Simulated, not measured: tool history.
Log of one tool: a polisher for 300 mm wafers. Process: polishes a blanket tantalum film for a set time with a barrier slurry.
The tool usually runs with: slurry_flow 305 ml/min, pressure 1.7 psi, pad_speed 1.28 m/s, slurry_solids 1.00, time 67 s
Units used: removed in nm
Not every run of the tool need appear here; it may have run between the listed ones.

run,day,slurry_flow,pressure,pad_speed,slurry_solids,time,wafers since the last listed run,wafers polished on this pad,hours since the slurry nozzle was cleaned,hours since the head pressure was calibrated,hours since the slurry blender was calibrated,"incoming thickness of the incoming film, nm",removed
1,0.000,305,1.7,1.28,1.00,67,0,188,515.6,186.3,150.4,429.6,109.1
2,1.442,305,1.7,1.28,1.00,67,292,480,550.2,220.9,185.0,422.7,104.9
# day 1.575: slurry blender recalibrated
3,2.167,305,1.7,1.28,1.00,67,129,610,567.6,238.3,14.2,428.4,113.0
# day 4.304: worn pad replaced by a new one
4,5.992,270,1.7,1.28,1.00,67,741,342,659.4,330.1,106.0,428.9,106.7
5,6.583,305,1.7,1.28,1.00,67,119,462,673.6,344.3,120.2,422.7,108.9
6,7.246,305,1.7,1.62,1.00,75,134,596,689.5,360.2,136.1,423.7,151.5
7,8.633,305,1.7,1.62,1.00,75,281,877,722.8,393.5,169.4,432.2,151.3
# day 8.833: worn pad replaced by a new one
8,9.508,305,1.7,1.62,1.00,75,143,136,743.8,414.5,190.4,429.7,149.7
# day 9.662: slurry blender recalibrated
9,13.938,305,1.7,1.28,1.00,67,880,1017,850.1,520.8,102.6,438.4,107.5
# day 14.267: head pressure recalibrated
# day 14.746: worn pad replaced by a new one
10,15.117,305,1.7,1.28,1.00,67,188,75,878.4,20.4,130.9,433.0,114.5
11,16.504,305,1.7,1.28,1.00,67,281,356,911.7,53.7,164.2,430.4,112.6
# day 16.646: slurry nozzle cleaned
12,17.196,265,1.7,1.42,1.30,67,131,488,13.2,70.3,180.8,433.5,136.1
# day 17.442: slurry blender recalibrated
13,18.350,395,1.7,1.10,1.20,67,216,705,40.9,98.0,21.8,433.4,107.4
14,18.929,305,1.7,1.28,1.00,67,117,822,54.8,111.9,35.7,434.9,113.7
# day 20.471: worn pad replaced by a new one
15,21.288,255,1.7,1.70,1.00,90,443,165,111.4,168.5,92.3,426.8,190.5
16,22.592,305,1.9,1.44,0.75,67,264,429,142.7,199.8,123.6,425.8,115.6
17,24.038,205,1.7,1.28,0.85,67,292,722,177.4,234.5,158.3,426.9,95.7
18,25.242,260,1.4,1.28,1.00,67,243,966,206.3,263.4,187.2,422.6,87.6
# day 25.488: slurry blender recalibrated
19,26.042,200,1.7,1.28,0.85,86,145,1111,225.5,282.6,13.3,430.9,128.4

Each row is a separate what-if for the run after 19, all from the same tool condition, not one after another. Results?
A,26.062,305,1.7,1.52,1.00,67,4,1115,226.0,283.1,13.8,427.1,?
B,26.062,245,1.7,1.10,1.10,67,4,1115,226.0,283.1,13.8,427.1,?
C,26.062,305,1.4,1.04,1.00,67,4,1115,226.0,283.1,13.8,427.1,?

run,removed
A,130.4
B,97.2
C,76.4
Had the tool no hidden state, the same runs would have come out as:
run,removed
A,147.3
B,109.8
C,86.3

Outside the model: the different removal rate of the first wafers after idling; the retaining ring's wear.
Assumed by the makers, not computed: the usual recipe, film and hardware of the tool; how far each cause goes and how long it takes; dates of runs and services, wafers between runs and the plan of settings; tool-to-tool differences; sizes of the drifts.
